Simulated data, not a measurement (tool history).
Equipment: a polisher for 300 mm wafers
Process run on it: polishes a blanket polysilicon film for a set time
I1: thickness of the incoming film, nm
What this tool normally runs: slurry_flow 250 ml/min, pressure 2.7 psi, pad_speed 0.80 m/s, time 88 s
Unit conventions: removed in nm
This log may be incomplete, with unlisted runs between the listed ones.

{"run": 1, "hour": 0.0, "slurry_flow": 250, "pressure": 2.7, "pad_speed": 0.8, "time": 88, "I1": 2403.7, "removed": 606.8}
{"run": 2, "hour": 96.3, "slurry_flow": 250, "pressure": 2.7, "pad_speed": 0.8, "time": 88, "I1": 2424.9, "removed": 591.3}
{"run": 3, "hour": 150.1, "slurry_flow": 250, "pressure": 2.7, "pad_speed": 0.8, "time": 88, "I1": 2434.8, "removed": 603.1}
{"hour": 154.3, "done": "worn pad replaced by a new one"}
{"run": 4, "hour": 245.2, "slurry_flow": 250, "pressure": 2.7, "pad_speed": 0.8, "time": 88, "I1": 2395.3, "removed": 607.7}
{"run": 5, "hour": 300.1, "slurry_flow": 250, "pressure": 2.7, "pad_speed": 0.8, "time": 88, "I1": 2398.8, "removed": 617.4}
{"hour": 330.3, "done": "head pressure recalibrated"}
{"run": 6, "hour": 377.6, "slurry_flow": 250, "pressure": 2.7, "pad_speed": 0.8, "time": 88, "I1": 2405.9, "removed": 605.5}
{"run": 7, "hour": 428.4, "slurry_flow": 250, "pressure": 2.7, "pad_speed": 0.8, "time": 88, "I1": 2409.1, "removed": 595.0}
{"hour": 455.4, "done": "slurry nozzle cleaned"}
{"run": 8, "hour": 500.0, "slurry_flow": 295, "pressure": 2.7, "pad_speed": 0.8, "time": 88, "I1": 2384.7, "removed": 611.5}
{"run": 9, "hour": 550.0, "slurry_flow": 295, "pressure": 2.7, "pad_speed": 0.8, "time": 88, "I1": 2359.7, "removed": 607.2}
{"hour": 632.9, "done": "worn pad replaced by a new one"}
{"run": 10, "hour": 645.3, "slurry_flow": 250, "pressure": 3.0, "pad_speed": 0.8, "time": 96, "I1": 2371.3, "removed": 735.9}
{"run": 11, "hour": 721.8, "slurry_flow": 250, "pressure": 3.0, "pad_speed": 0.8, "time": 96, "I1": 2392.3, "removed": 717.0}
{"hour": 784.6, "done": "head pressure recalibrated"}
{"hour": 856.5, "done": "slurry nozzle cleaned"}
{"run": 12, "hour": 925.4, "slurry_flow": 250, "pressure": 3.0, "pad_speed": 0.8, "time": 96, "I1": 2416.0, "removed": 726.1}
{"run": 13, "hour": 1005.9, "slurry_flow": 250, "pressure": 2.7, "pad_speed": 0.8, "time": 88, "I1": 2364.5, "removed": 607.2}
{"hour": 1038.4, "done": "worn pad replaced by a new one"}
{"run": 14, "hour": 1208.1, "slurry_flow": 295, "pressure": 2.7, "pad_speed": 0.8, "time": 88, "I1": 2436.6, "removed": 615.8}
{"hour": 1234.3, "done": "head pressure recalibrated"}
{"hour": 1264.6, "done": "slurry nozzle cleaned"}
{"run": 15, "hour": 1286.8, "slurry_flow": 280, "pressure": 2.7, "pad_speed": 0.58, "time": 88, "I1": 2430.3, "removed": 434.4}

The next listed run, before its measurement:
{"run": 16, "hour": 1424.3, "slurry_flow": 250, "pressure": 2.7, "pad_speed": 1.02, "time": 88, "I1": 2382.7, "removed": "?"}

Run 16 came out at removed 768.5 nm.
Minus the tool's unlogged condition, the same run would have read removed 768.5 nm.
